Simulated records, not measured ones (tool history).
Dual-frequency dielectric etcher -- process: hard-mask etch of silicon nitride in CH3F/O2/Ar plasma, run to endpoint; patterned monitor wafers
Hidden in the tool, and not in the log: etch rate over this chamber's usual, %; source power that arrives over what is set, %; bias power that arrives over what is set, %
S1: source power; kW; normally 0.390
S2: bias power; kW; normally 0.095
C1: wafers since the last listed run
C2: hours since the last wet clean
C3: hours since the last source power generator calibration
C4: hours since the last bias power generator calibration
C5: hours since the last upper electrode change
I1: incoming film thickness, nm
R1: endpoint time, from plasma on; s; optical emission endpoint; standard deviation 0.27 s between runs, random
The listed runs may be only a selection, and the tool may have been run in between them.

run   hour     S1     S2   C1     C2      C3      C4      C5     I1    R1
  1    0.0  0.390  0.095    0  343.9  2954.3  1349.0  6181.1  37.53  48.9
  2   13.5  0.390  0.095  177  357.4  2967.8  1362.5  6194.6  37.46  48.3
  3   30.8  0.390  0.095  226  374.7  2985.1  1379.8  6211.9  37.32  48.5
  4   48.2  0.390  0.095  228  392.1  3002.5  1397.2  6229.3  37.85  49.1
  5   55.9  0.390  0.095  101  399.8  3010.2  1404.9  6237.0  37.80  49.0
  6   65.8  0.390  0.095  129  409.7  3020.1  1414.8  6246.9  37.68  49.1
  7   77.8  0.370  0.102  157  421.7  3032.1  1426.8  6258.9  37.58  47.9
  8   92.7  0.370  0.102  195  436.6  3047.0  1441.7  6273.8  37.96  48.5
  9  109.1  0.370  0.102  215  453.0  3063.4  1458.1  6290.2  38.14  48.3
 10  117.0  0.390  0.076  103  460.9  3071.3  1466.0  6298.1  37.77  55.0
 11  123.1  0.390  0.076   80  467.0  3077.4  1472.1  6304.2  38.11  55.4
 12  131.1  0.430  0.095  104  475.0  3085.4  1480.1  6312.2  38.27  48.2
     159.8  -- wet clean of the chamber
 13  166.9  0.390  0.095  154    7.1  3121.2  1515.9  6348.0  37.84  50.2
 14  182.4  0.390  0.095  203   22.6  3136.7  1531.4  6363.5  37.22  49.5
 15  198.3  0.470  0.095  208   38.5  3152.6  1547.3  6379.4  37.55  46.7
     224.0  -- bias power generator calibrated
     231.3  -- upper electrode replaced
 16  231.8  0.440  0.117  290   72.0  3186.1     7.8     0.5  37.86  43.8
 17  232.6  0.330  0.114   10   72.8  3186.9     8.6     1.3  37.89  48.4
 18  248.7  0.390  0.095  211   88.9  3203.0    24.7    17.4  37.87  50.1
 19  265.7  0.390  0.113  223  105.9  3220.0    41.7    34.4  37.67  45.3
 20  274.1  0.390  0.110  110  114.3  3228.4    50.1    42.8  38.30  46.8
 21  287.5  0.300  0.115  175  127.7  3241.8    63.5    56.2  37.64  48.7
     294.0  -- source power generator calibrated
 22  297.0  0.390  0.095   72  137.2     3.0    73.0    65.7  37.90  49.7
 23  303.7  0.470  0.107   87  143.9     9.7    79.7    72.4  38.00  44.3
 24  318.0  0.390  0.095  187  158.2    24.0    94.0    86.7  37.46  48.8
 25  326.6  0.460  0.072  112  166.8    32.6   102.6    95.3  37.64  54.4
 26  334.2  0.360  0.072   99  174.4    40.2   110.2   102.9  37.54  58.3
 27  347.5  0.450  0.074  174  187.7    53.5   123.5   116.2  37.94  54.0
 28  356.1  0.350  0.109  112  196.3    62.1   132.1   124.8  37.93  48.2
 29  365.6  0.390  0.095  124  205.8    71.6   141.6   134.3  37.85  49.7
 30  374.7  0.360  0.095  119  214.9    80.7   150.7   143.4  37.84  51.1
 31  386.9  0.440  0.112  160  227.1    92.9   162.9   155.6  37.99  44.0

Alternative continuations, all from the tool just after run 31; predict every row:
  A  387.3  0.390  0.095   5  227.5  93.3  163.3  156.0  38.01   ?
  B  387.3  0.340  0.114   5  227.5  93.3  163.3  156.0  38.01   ?
  C  387.3  0.290  0.095   5  227.5  93.3  163.3  156.0  38.01   ?

run    R1
  A  49.6
  B  47.2
  C  54.1
Had the tool no hidden state, the same runs would have come out as:
run    R1
  A  50.7
  B  48.2
  C  55.3
